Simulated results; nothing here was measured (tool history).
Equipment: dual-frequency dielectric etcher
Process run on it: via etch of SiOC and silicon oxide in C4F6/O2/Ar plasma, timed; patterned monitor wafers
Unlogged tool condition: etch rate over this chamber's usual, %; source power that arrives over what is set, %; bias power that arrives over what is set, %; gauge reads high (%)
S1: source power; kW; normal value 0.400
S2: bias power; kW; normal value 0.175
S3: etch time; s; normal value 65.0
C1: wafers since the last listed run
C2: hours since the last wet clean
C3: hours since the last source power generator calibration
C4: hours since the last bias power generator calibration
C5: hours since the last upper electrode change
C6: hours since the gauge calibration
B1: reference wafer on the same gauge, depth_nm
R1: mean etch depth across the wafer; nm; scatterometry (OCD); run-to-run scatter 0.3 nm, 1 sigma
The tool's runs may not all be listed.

| run | hour | S1 | S2 | S3 | C1 | C2 | C3 | C4 | C5 | C6 | B1 | R1 |
|---|---|---|---|---|---|---|---|---|---|---|---|---|
| 1 | 0.0 | 0.400 | 0.175 | 65.0 | 0 | 237.7 | 3196.3 | 3569.5 | 2596.8 | 403.6 | 63.1 | 70.7 |
|  | 127.7 | wet clean of the chamber |
| 2 | 226.9 | 0.400 | 0.175 | 65.0 | 2257 | 99.2 | 3423.2 | 3796.4 | 2823.7 | 630.5 | 63.2 | 71.1 |
| 3 | 308.8 | 0.400 | 0.175 | 65.0 | 911 | 181.1 | 3505.1 | 3878.3 | 2905.6 | 712.4 | 63.4 | 71.6 |
| 4 | 404.8 | 0.400 | 0.175 | 65.0 | 1067 | 277.1 | 3601.1 | 3974.3 | 3001.6 | 808.4 | 63.6 | 72.0 |
| 5 | 482.6 | 0.400 | 0.175 | 65.0 | 865 | 354.9 | 3678.9 | 4052.1 | 3079.4 | 886.2 | 63.7 | 72.0 |
| 6 | 528.6 | 0.400 | 0.175 | 65.0 | 511 | 400.9 | 3724.9 | 4098.1 | 3125.4 | 932.2 | 63.7 | 71.9 |
|  | 585.9 | wet clean of the chamber |
| 7 | 586.4 | 0.400 | 0.175 | 65.0 | 375 | 0.5 | 3782.7 | 4155.9 | 3183.2 | 990.0 | 63.9 | 71.9 |
| 8 | 658.1 | 0.400 | 0.175 | 65.0 | 797 | 72.2 | 3854.4 | 4227.6 | 3254.9 | 1061.7 | 63.9 | 72.2 |
|  | 668.4 | bias power generator calibrated |
| 9 | 763.1 | 0.400 | 0.175 | 56.0 | 1123 | 177.2 | 3959.4 | 94.7 | 3359.9 | 1166.7 | 64.2 | 61.9 |
| 10 | 856.0 | 0.400 | 0.175 | 73.5 | 1033 | 270.1 | 4052.3 | 187.6 | 3452.8 | 1259.6 | 64.4 | 81.9 |
|  | 991.6 | wet clean of the chamber |
| 11 | 1086.2 | 0.400 | 0.175 | 73.5 | 2293 | 94.6 | 4282.5 | 417.8 | 3683.0 | 1489.8 | 65.0 | 82.6 |
| 12 | 1176.5 | 0.400 | 0.175 | 65.0 | 1004 | 184.9 | 4372.8 | 508.1 | 3773.3 | 1580.1 | 65.2 | 73.6 |
| 13 | 1279.3 | 0.310 | 0.206 | 78.0 | 1143 | 287.7 | 4475.6 | 610.9 | 3876.1 | 1682.9 | 65.5 | 85.3 |
| 14 | 1385.8 | 0.370 | 0.137 | 65.0 | 1184 | 394.2 | 4582.1 | 717.4 | 3982.6 | 1789.4 | 65.8 | 67.9 |
|  | 1395.3 | gauge calibrated |
|  | 1433.3 | wet clean of the chamber |
| 15 | 1434.5 | 0.370 | 0.197 | 52.0 | 274 | 1.2 | 4630.8 | 766.1 | 4031.3 | 39.2 | 63.3 | 57.2 |
|  | 1461.6 | upper electrode replaced |
| 16 | 1472.1 | 0.400 | 0.175 | 46.0 | 151 | 38.8 | 4668.4 | 803.7 | 10.5 | 76.8 | 63.3 | 50.4 |
|  | 1548.2 | source power generator calibrated |
| 17 | 1559.8 | 0.400 | 0.175 | 56.0 | 931 | 126.5 | 11.6 | 891.4 | 98.2 | 164.5 | 63.3 | 61.2 |
| 18 | 1652.8 | 0.400 | 0.175 | 81.5 | 1034 | 219.5 | 104.6 | 984.4 | 191.2 | 257.5 | 63.4 | 89.3 |
| 19 | 1758.9 | 0.400 | 0.147 | 60.0 | 1180 | 325.6 | 210.7 | 1090.5 | 297.3 | 363.6 | 63.3 | 63.1 |
| 20 | 1816.5 | 0.430 | 0.135 | 82.0 | 640 | 383.2 | 268.3 | 1148.1 | 354.9 | 421.2 | 63.4 | 86.5 |
|  | 1842.5 | wet clean of the chamber |
| 21 | 1920.7 | 0.320 | 0.212 | 58.5 | 892 | 78.2 | 372.5 | 1252.3 | 459.1 | 525.4 | 63.6 | 63.2 |
| 22 | 1974.2 | 0.400 | 0.175 | 65.0 | 595 | 131.7 | 426.0 | 1305.8 | 512.6 | 578.9 | 63.7 | 71.4 |
| 23 | 2034.4 | 0.400 | 0.175 | 73.5 | 669 | 191.9 | 486.2 | 1366.0 | 572.8 | 639.1 | 63.6 | 80.8 |

Branching from run 23: 5 alternative next runs. What would each branch give?
| A | 2034.8 | 0.400 | 0.149 | 65.0 | 4 | 192.3 | 486.6 | 1366.4 | 573.2 | 639.5 | ? | ? |
| B | 2034.8 | 0.500 | 0.216 | 65.0 | 4 | 192.3 | 486.6 | 1366.4 | 573.2 | 639.5 | ? | ? |
| C | 2034.8 | 0.320 | 0.175 | 65.0 | 4 | 192.3 | 486.6 | 1366.4 | 573.2 | 639.5 | ? | ? |
| D | 2034.8 | 0.400 | 0.137 | 65.0 | 4 | 192.3 | 486.6 | 1366.4 | 573.2 | 639.5 | ? | ? |
| E | 2034.8 | 0.300 | 0.195 | 71.0 | 4 | 192.3 | 486.6 | 1366.4 | 573.2 | 639.5 | ? | ? |

| run | B1 | R1 |
|---|---|---|
| A | 63.7 | 68.8 |
| B | 63.7 | 81.9 |
| C | 63.7 | 67.0 |
| D | 63.7 | 67.4 |
| E | 63.7 | 73.9 |
Without the tool's unlogged condition, the same runs would have read:
| run | R1 |
|---|---|
| A | 68.3 |
| B | 81.3 |
| C | 66.5 |
| D | 66.9 |
| E | 73.4 |

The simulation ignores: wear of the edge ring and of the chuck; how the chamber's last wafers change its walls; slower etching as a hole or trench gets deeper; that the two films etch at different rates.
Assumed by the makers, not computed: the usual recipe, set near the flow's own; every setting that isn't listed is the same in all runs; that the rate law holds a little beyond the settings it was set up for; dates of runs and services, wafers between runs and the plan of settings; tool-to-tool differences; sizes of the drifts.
